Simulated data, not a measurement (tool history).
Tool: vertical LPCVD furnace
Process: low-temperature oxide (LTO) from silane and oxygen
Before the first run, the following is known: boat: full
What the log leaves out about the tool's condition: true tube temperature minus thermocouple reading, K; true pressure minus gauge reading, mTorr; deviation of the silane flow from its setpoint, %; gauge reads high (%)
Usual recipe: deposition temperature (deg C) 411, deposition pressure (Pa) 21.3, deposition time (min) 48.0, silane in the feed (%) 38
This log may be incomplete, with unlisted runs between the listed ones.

run,hour,deposition temperature (deg C),deposition pressure (Pa),deposition time (min),silane in the feed (%),wafers since the last listed run,hours since the last temperature calibration,hours since the pressure gauge was zeroed,hours since the silane flow controller was replaced,hours since the gauge calibration,"read-back reference wafer on the same gauge, thickness",film thickness on the monitor wafer in the middle of the boat (nm)
1,0.0,411,21.3,48.0,35,0,922.4,1769.8,3764.5,518.9,402.97,368.21
2,58.9,411,21.3,48.0,35,857,981.3,1828.7,3823.4,577.8,402.85,368.55
3,164.3,420,21.3,48.0,38,1534,1086.7,1934.1,3928.8,683.2,402.96,447.38
# hour 169.8: gauge calibrated
4,337.4,417,21.3,48.0,38,2520,1259.8,2107.2,4101.9,167.6,402.88,433.79
5,376.4,411,21.3,48.0,38,567,1298.8,2146.2,4140.9,206.6,403.20,405.32
6,441.4,411,21.3,48.0,38,946,1363.8,2211.2,4205.9,271.6,402.95,406.66
7,546.6,411,21.3,48.0,38,1532,1469.0,2316.4,4311.1,376.8,403.03,408.26
8,584.5,411,21.3,48.0,38,551,1506.9,2354.3,4349.0,414.7,403.10,408.23
9,630.4,411,21.3,48.0,38,668,1552.8,2400.2,4394.9,460.6,403.21,409.02
10,695.2,411,21.3,48.0,38,943,1617.6,2465.0,4459.7,525.4,402.86,408.60
11,767.6,421,21.3,48.0,38,1054,1690.0,2537.4,4532.1,597.8,402.77,451.65
12,858.1,411,21.3,62.0,38,1317,1780.5,2627.9,4622.6,688.3,403.09,528.60
# hour 897.8: silane flow controller replaced
13,899.2,405,21.3,48.0,43,249,1821.6,2669.0,1.4,729.4,403.00,424.15
# hour 957.4: thermocouples replaced and temperature profile calibrated
# hour 973.5: pressure gauge zeroed
# hour 978.6: gauge calibrated
14,982.9,411,21.3,48.0,38,635,25.5,9.4,85.1,4.3,403.03,375.48
15,1029.8,415,24.7,55.0,38,683,72.4,56.3,132.0,51.2,403.29,522.08
16,1082.5,411,21.3,35.5,38,767,125.1,109.0,184.7,103.9,402.85,278.82
17,1143.0,419,25.3,29.0,38,881,185.6,169.5,245.2,164.4,402.82,295.87
18,1208.0,411,23.3,41.0,38,946,250.6,234.5,310.2,229.4,403.09,356.49
19,1255.7,411,21.3,42.0,32,694,298.3,282.2,357.9,277.1,403.11,267.66

5 options for the next run, each taken on its own from the tool as it stands now. Forecast them:
A,1261.1,411,21.3,48.0,38,78,303.7,287.6,363.3,282.5,?,?
B,1261.1,411,26.0,48.0,31,78,303.7,287.6,363.3,282.5,?,?
C,1261.1,403,22.7,40.0,42,78,303.7,287.6,363.3,282.5,?,?
D,1261.1,411,21.3,42.5,34,78,303.7,287.6,363.3,282.5,?,?
E,1261.1,411,21.3,48.0,43,78,303.7,287.6,363.3,282.5,?,?

run,"read-back reference wafer on the same gauge, thickness",film thickness on the monitor wafer in the middle of the boat (nm)
A,403.31,380.77
B,403.31,354.60
C,403.31,347.23
D,403.31,292.84
E,403.31,437.80
With no hidden state in the tool, these same runs would have given:
run,film thickness on the monitor wafer in the middle of the boat (nm)
A,373.92
B,348.47
C,341.50
D,287.32
E,430.40
